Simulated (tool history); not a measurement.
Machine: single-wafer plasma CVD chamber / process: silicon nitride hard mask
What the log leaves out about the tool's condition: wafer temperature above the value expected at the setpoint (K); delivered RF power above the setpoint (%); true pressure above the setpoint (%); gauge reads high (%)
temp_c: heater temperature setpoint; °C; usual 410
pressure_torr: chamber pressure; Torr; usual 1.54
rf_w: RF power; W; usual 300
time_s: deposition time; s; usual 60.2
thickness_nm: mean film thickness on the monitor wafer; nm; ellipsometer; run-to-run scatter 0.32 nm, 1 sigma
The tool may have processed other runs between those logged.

run,day,temp_c,pressure_torr,rf_w,time_s,wafers since the last listed run,hours since the last thermocouple change,hours since the last RF generator calibration,hours since the last manometer calibration,hours since the showerhead was replaced,hours since the gauge calibration,"read-back reference wafer on the same gauge, thickness_nm",thickness_nm
1,0.000,410,1.75,300,60.2,0,734.5,607.6,1068.9,3426.0,909.6,82.870,70.138
2,2.888,410,1.75,300,60.2,1086,803.8,676.9,1138.2,3495.3,978.9,82.909,69.362
3,5.458,410,1.54,300,60.2,967,865.5,738.6,1199.9,3557.0,1040.6,82.884,67.069
4,7.117,410,1.54,300,60.2,623,905.3,778.4,1239.7,3596.8,1080.4,82.884,66.767
5,9.129,410,1.54,300,60.2,757,953.6,826.7,1288.0,3645.1,1128.7,82.918,66.749
6,10.262,410,1.41,300,60.2,426,980.8,853.9,1315.2,3672.3,1155.9,82.915,65.215
7,11.450,410,1.41,300,60.2,446,1009.3,882.4,1343.7,3700.8,1184.4,82.831,65.128
8,13.942,417,1.54,300,60.2,937,1069.1,942.2,1403.5,3760.6,1244.2,82.938,65.753
9,15.733,410,1.54,300,60.2,674,1112.1,985.2,1446.5,3803.6,1287.2,82.896,65.876
10,17.779,410,1.54,300,60.2,769,1161.2,1034.3,1495.6,3852.7,1336.3,82.954,66.353
# day 19.229: gauge calibrated
11,19.446,410,1.32,300,60.2,627,1201.2,1074.3,1535.6,3892.7,5.2,82.864,63.243
# day 20.638: RF generator calibrated
# day 21.571: capacitance manometer re-zeroed and calibrated
12,21.592,410,1.32,300,60.2,556,1252.7,22.9,0.5,3944.2,56.7,82.980,67.650
13,24.171,410,1.32,300,60.2,970,1314.6,84.8,62.4,4006.1,118.6,82.884,67.654
# day 24.896: thermocouple changed; heater temperature recalibrated
14,26.975,414,1.54,240,60.2,929,49.9,152.1,129.7,4073.4,185.9,82.864,59.924
15,29.554,399,1.38,345,60.2,970,111.8,214.0,191.6,4135.3,247.8,82.875,74.948
16,31.833,417,1.89,300,66.6,857,166.5,268.7,246.3,4190.0,302.5,82.883,80.811

Run 17, settings as shown, results not yet in. Your forecast:
# day 34.354: showerhead replaced
17,34.529,418,1.54,340,67.4,888,231.2,333.4,311.0,4.2,367.2,?,?

{"run 17": {"read-back reference wafer on the same gauge, thickness_nm": 82.829, "thickness_nm": 83.309}}
Take away the tool's hidden state, keep the run-to-run variation as it was, and the same run would have given thickness_nm 86.363 nm.

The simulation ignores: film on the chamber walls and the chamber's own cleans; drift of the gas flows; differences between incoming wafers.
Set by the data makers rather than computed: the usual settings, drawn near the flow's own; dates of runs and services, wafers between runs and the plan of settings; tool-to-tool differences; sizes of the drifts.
